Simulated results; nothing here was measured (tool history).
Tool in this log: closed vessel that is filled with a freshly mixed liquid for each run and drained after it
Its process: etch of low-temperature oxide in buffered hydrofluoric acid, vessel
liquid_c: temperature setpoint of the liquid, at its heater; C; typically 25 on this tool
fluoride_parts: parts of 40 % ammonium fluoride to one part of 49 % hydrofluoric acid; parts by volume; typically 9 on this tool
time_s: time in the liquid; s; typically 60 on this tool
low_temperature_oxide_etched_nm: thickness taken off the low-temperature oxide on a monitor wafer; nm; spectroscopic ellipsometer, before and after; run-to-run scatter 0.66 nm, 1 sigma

run     day  liquid_c  fluoride_parts  time_s  wafers since the last listed run  hours since the thermometer was replaced  hours since the hydrofluoric acid flow meter was replaced  hours since the gauge calibration  read-back film thickness of the low-temperature oxide reference wafer, read on the same gauge (nm)  low_temperature_oxide_etched_nm
  1       0        25               7      60                                 0                                    1579.6                                                       1168                              216.3                                                                                               60.01                           165.97
  2   3.442        25            11.5      50                             10298                                    1662.2                                                     1250.6                              298.9                                                                                               59.99                            86.11
  3   4.683        25            11.5      50                              3715                                      1692                                                     1280.4                              328.7                                                                                               59.98                            86.47
  4     5.2        25            11.5      50                              1545                                    1704.4                                                     1292.8                              341.1                                                                                               59.96                            87.01
  5   5.971        25               9      60                              2306                                    1722.9                                                     1311.3                              359.6                                                                                                  60                           126.91
  6   6.762        25               9      60                              2368                                    1741.9                                                     1330.3                              378.6                                                                                               59.98                           125.75
  7   7.517        25               9      60                              2256                                      1760                                                     1348.4                              396.7                                                                                                  60                            125.8
      7.625  -- gauge calibrated
  8   8.083        25               9      60                              1695                                    1773.6                                                       1362                                 11                                                                                               59.97                           126.44
  9   8.717        25               7      80                              1895                                    1788.8                                                     1377.2                               26.2                                                                                               60.03                           222.31
 10   9.733        25               7      80                              3042                                    1813.2                                                     1401.6                               50.6                                                                                                  60                           218.72
 11  11.088      20.5             6.5      70                              4051                                    1845.7                                                     1434.1                               83.1                                                                                               60.01                           161.54
     11.379  -- hydrofluoric acid flow meter replaced
     12.088  -- thermometer replaced
 12  12.108      20.5              10      30                              2805                                       0.5                                                       17.5                              107.6                                                                                               59.95                            46.18
 13  12.704        25               9      60                              1782                                      14.8                                                       31.8                              121.9                                                                                               60.02                           126.16
 14   13.35        25               9      85                              1932                                      30.3                                                       47.3                              137.4                                                                                               59.97                           178.35
 15  14.512        25            11.5      50                              3478                                      58.2                                                       75.2                              165.3                                                                                                  60                            85.84
 16  15.525        25               9      60                              3029                                      82.5                                                       99.5                              189.6                                                                                               60.01                           126.66
 17  16.479        25              11      60                              2855                                     105.4                                                      122.4                              212.5                                                                                               59.99                           108.34
 18  17.121      26.5               7      60                              1919                                     120.8                                                      137.8                              227.9                                                                                               60.02                           178.84
 19  18.192        21               9      35                              3204                                     146.5                                                      163.5                              253.6                                                                                               59.97                            59.02
 20  22.267        25            11.5      40                             12193                                     244.3                                                      261.3                              351.4                                                                                               59.97                            68.71

Branching from run 20: 5 alternative next runs. What would each branch give?
  A  22.296        28               9      60                                87                                       245                                                        262                              352.1                                                                                                   ?                                ?
  B  22.296      29.5               9      80                                87                                       245                                                        262                              352.1                                                                                                   ?                                ?
  C  22.296      28.5            11.5      60                                87                                       245                                                        262                              352.1                                                                                                   ?                                ?
  D  22.296        25               7      70                                87                                       245                                                        262                              352.1                                                                                                   ?                                ?
  E  22.296        27               9      60                                87                                       245                                                        262                              352.1                                                                                                   ?                                ?

run  read-back film thickness of the low-temperature oxide reference wafer, read on the same gauge (nm)  low_temperature_oxide_etched_nm
  A                                                                                               60.02                           147.21
  B                                                                                               60.02                           212.47
  C                                                                                               60.02                            123.5
  D                                                                                               60.02                           191.93
  E                                                                                               60.02                           139.58
Take away the tool's hidden state, keep each run's random variation, and the runs would have read:
run  low_temperature_oxide_etched_nm
  A                           147.21
  B                           212.47
  C                            123.5
  D                           191.93
  E                           139.58
